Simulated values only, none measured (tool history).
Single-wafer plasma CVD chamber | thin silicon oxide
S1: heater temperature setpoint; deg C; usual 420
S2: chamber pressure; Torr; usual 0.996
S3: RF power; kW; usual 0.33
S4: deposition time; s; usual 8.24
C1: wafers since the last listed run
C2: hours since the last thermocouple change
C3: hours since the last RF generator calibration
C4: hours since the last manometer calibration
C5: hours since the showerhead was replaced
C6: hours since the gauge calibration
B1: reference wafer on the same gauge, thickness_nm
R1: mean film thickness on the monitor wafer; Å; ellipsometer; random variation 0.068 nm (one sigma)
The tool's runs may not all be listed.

run	hour	S1	S2	S3	S4	C1	C2	C3	C4	C5	C6	B1	R1
1	0	420	0.996	0.33	8.24	0	1821.4	950.4	775.5	5656.4	81.1	15.108	176.85
2	50.8	420	0.996	0.33	8.24	1149	1872.2	1001.2	826.3	5707.2	131.9	15.103	177.46
3	78.3	420	0.918	0.285	8.24	622	1899.7	1028.7	853.8	5734.7	159.4	15.099	157.6
4	90.8	426	0.996	0.33	8.24	282	1912.2	1041.2	866.3	5747.2	171.9	15.114	175.51
5	112.6	426	0.996	0.33	8.24	493	1934	1063	888.1	5769	193.7	15.099	176.85
6	131.5	426	0.996	0.33	8.24	427	1952.9	1081.9	907	5787.9	212.6	15.093	175.54
7	151.4	430	0.996	0.33	8.24	450	1972.8	1101.8	926.9	5807.8	232.5	15.1	175.28
8	182.9	430	0.996	0.33	8.24	712	2004.3	1133.3	958.4	5839.3	264	15.102	173.98
9	202.4	430	0.996	0.33	8.24	441	2023.8	1152.8	977.9	5858.8	283.5	15.111	174.98
10	219.9	420	0.996	0.33	8.24	395	2041.3	1170.3	995.4	5876.3	301	15.099	175.92
11	244	420	0.996	0.33	8.24	545	2065.4	1194.4	1019.5	5900.4	325.1	15.108	175.72
# hour 266.3: thermocouple changed; heater temperature recalibrated
# hour 268: showerhead replaced
12	268.5	420	0.996	0.33	8.24	336	2.2	1218.9	1044	0.5	349.6	15.099	175.11
13	289.5	420	0.996	0.33	8.24	475	23.2	1239.9	1065	21.5	370.6	15.106	175.95
14	323.4	420	0.996	0.33	8.24	766	57.1	1273.8	1098.9	55.4	404.5	15.101	175.79
15	344.4	420	0.996	0.275	6.89	475	78.1	1294.8	1119.9	76.4	425.5	15.085	131.55
16	374.9	420	0.891	0.33	8.24	689	108.6	1325.3	1150.4	106.9	456	15.091	165.07
# hour 392.7: gauge calibrated
17	408.5	420	0.996	0.28	8.24	760	142.2	1358.9	1184	140.5	15.8	15.103	159.78
18	428.1	407	0.996	0.33	7.77	443	161.8	1378.5	1203.6	160.1	35.4	15.108	167.18
19	454.2	420	0.996	0.33	8.24	590	187.9	1404.6	1229.7	186.2	61.5	15.1	174.02
20	480.2	420	0.996	0.33	8.24	588	213.9	1430.6	1255.7	212.2	87.5	15.104	175.44
# hour 499.5: RF generator calibrated
21	500	420	0.996	0.33	9.45	266	233.7	0.5	1275.5	232	107.3	15.093	207.45
# hour 527: capacitance manometer re-zeroed and calibrated
22	527.5	431	0.996	0.33	8.24	441	261.2	28	0.5	259.5	134.8	15.101	183.48
23	550.4	420	0.996	0.305	8.24	518	284.1	50.9	23.4	282.4	157.7	15.108	177.69
24	563.2	425	0.77	0.33	8.24	289	296.9	63.7	36.2	295.2	170.5	15.103	165.53
25	580	420	0.996	0.37	9	380	313.7	80.5	53	312	187.3	15.104	213.19
26	605.5	420	0.784	0.355	8.24	576	339.2	106	78.5	337.5	212.8	15.101	173.24
27	626.9	420	0.996	0.33	8.24	484	360.6	127.4	99.9	358.9	234.2	15.097	183.35
28	711.8	429	0.996	0.355	6.62	1920	445.5	212.3	184.8	443.8	319.1	15.097	151
29	724.7	420	0.996	0.33	7.72	291	458.4	225.2	197.7	456.7	332	15.102	169.97

4 ways to go on from here, each from the tool as it stands after run 29. What would each give?
A	725.1	414	0.996	0.33	8.24	9	458.8	225.6	198.1	457.1	332.4	?	?
B	725.1	420	0.996	0.33	6.89	9	458.8	225.6	198.1	457.1	332.4	?	?
C	725.1	408	0.996	0.33	7.33	9	458.8	225.6	198.1	457.1	332.4	?	?
D	725.1	424	0.996	0.33	8.24	9	458.8	225.6	198.1	457.1	332.4	?	?

run	B1	R1
A	15.102	183.72
B	15.102	153
C	15.102	164.2
D	15.102	182.37
Without the tool's hidden state the same runs would have given:
run	R1
A	189.4
B	157.73
C	169.27
D	188

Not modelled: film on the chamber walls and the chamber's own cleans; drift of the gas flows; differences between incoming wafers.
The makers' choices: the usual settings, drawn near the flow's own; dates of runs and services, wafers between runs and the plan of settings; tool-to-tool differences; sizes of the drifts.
